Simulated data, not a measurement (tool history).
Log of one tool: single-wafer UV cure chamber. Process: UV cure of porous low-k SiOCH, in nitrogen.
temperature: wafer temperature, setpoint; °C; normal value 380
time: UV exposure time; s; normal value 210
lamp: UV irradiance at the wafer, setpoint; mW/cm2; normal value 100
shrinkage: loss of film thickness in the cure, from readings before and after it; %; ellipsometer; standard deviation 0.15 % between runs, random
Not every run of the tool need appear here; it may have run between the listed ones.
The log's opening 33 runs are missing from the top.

{"run": 34, "hour": 926.4, "temperature": 386, "time": 260, "lamp": 120, "shrinkage": 11.444}
{"run": 35, "hour": 948.8, "temperature": 380, "time": 170, "lamp": 77, "shrinkage": 7.654}
{"run": 36, "hour": 979.4, "temperature": 380, "time": 210, "lamp": 112, "shrinkage": 9.928}
{"run": 37, "hour": 992.9, "temperature": 392, "time": 210, "lamp": 134, "shrinkage": 10.677}
{"run": 38, "hour": 1013.5, "temperature": 364, "time": 210, "lamp": 100, "shrinkage": 9.073}
{"run": 39, "hour": 1030.3, "temperature": 386, "time": 335, "lamp": 120, "shrinkage": 12.084}
{"hour": 1057.9, "done": "quartz window cleaned"}
{"run": 40, "hour": 1065.6, "temperature": 360, "time": 295, "lamp": 100, "shrinkage": 11.193}
{"run": 41, "hour": 1171.6, "temperature": 380, "time": 210, "lamp": 113, "shrinkage": 10.208}
{"run": 42, "hour": 1193.9, "temperature": 380, "time": 210, "lamp": 134, "shrinkage": 10.712}

Each row is a separate what-if for the run after 42, all from the same tool condition, not one after another. Results?
{"run": "A", "hour": 1194.4, "temperature": 387, "time": 210, "lamp": 100, "shrinkage": "?"}
{"run": "B", "hour": 1194.4, "temperature": 362, "time": 285, "lamp": 118, "shrinkage": "?"}
{"run": "C", "hour": 1194.4, "temperature": 370, "time": 280, "lamp": 100, "shrinkage": "?"}
{"run": "D", "hour": 1194.4, "temperature": 394, "time": 175, "lamp": 80, "shrinkage": "?"}

run=A shrinkage=9.876
run=B shrinkage=11.450
run=C shrinkage=10.802
run=D shrinkage=8.335
The same runs, with their run-to-run variation unchanged, on a tool lacking any hidden condition would have given:
run=A shrinkage=10.698
run=B shrinkage=12.307
run=C shrinkage=11.646
run=D shrinkage=9.115
